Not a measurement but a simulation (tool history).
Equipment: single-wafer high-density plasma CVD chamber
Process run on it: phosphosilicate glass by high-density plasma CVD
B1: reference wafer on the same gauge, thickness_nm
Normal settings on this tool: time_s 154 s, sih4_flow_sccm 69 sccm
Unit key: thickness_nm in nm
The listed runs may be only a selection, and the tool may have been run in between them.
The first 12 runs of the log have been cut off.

{"run": 13, "hour": 694.4, "time_s": 144, "sih4_flow_sccm": 76, "B1": 1120.843, "thickness_nm": 1163.377}
{"run": 14, "hour": 850.5, "time_s": 144, "sih4_flow_sccm": 76, "B1": 1120.176, "thickness_nm": 1165.238}
{"run": 15, "hour": 887.8, "time_s": 144, "sih4_flow_sccm": 76, "B1": 1122.267, "thickness_nm": 1157.603}
{"run": 16, "hour": 1048.3, "time_s": 154, "sih4_flow_sccm": 64, "B1": 1118.946, "thickness_nm": 1052.219}
{"run": 17, "hour": 1101.6, "time_s": 144, "sih4_flow_sccm": 76, "B1": 1118.876, "thickness_nm": 1178.884}
{"run": 18, "hour": 1166.9, "time_s": 154, "sih4_flow_sccm": 69, "B1": 1119.359, "thickness_nm": 1141.751}
{"run": 19, "hour": 1249.6, "time_s": 180, "sih4_flow_sccm": 69, "B1": 1119.196, "thickness_nm": 1322.164}
{"run": 20, "hour": 1320.4, "time_s": 165, "sih4_flow_sccm": 77, "B1": 1119.85, "thickness_nm": 1370.067}
{"run": 21, "hour": 1392.1, "time_s": 138, "sih4_flow_sccm": 69, "B1": 1117.845, "thickness_nm": 1019.926}
{"run": 22, "hour": 1464.0, "time_s": 127, "sih4_flow_sccm": 69, "B1": 1119.229, "thickness_nm": 950.985}
{"run": 23, "hour": 1496.8, "time_s": 139, "sih4_flow_sccm": 74, "B1": 1122.089, "thickness_nm": 1109.199}

Forecast run 24:
{"run": 24, "hour": 1527.5, "time_s": 146, "sih4_flow_sccm": 77, "B1": "?", "thickness_nm": "?"}

For run 24 the tool returned B1 1121.260, thickness_nm 1213.047 nm.
Were there no unlogged condition in the tool, this run, its random variation unchanged, would have produced thickness_nm 1184.387 nm.
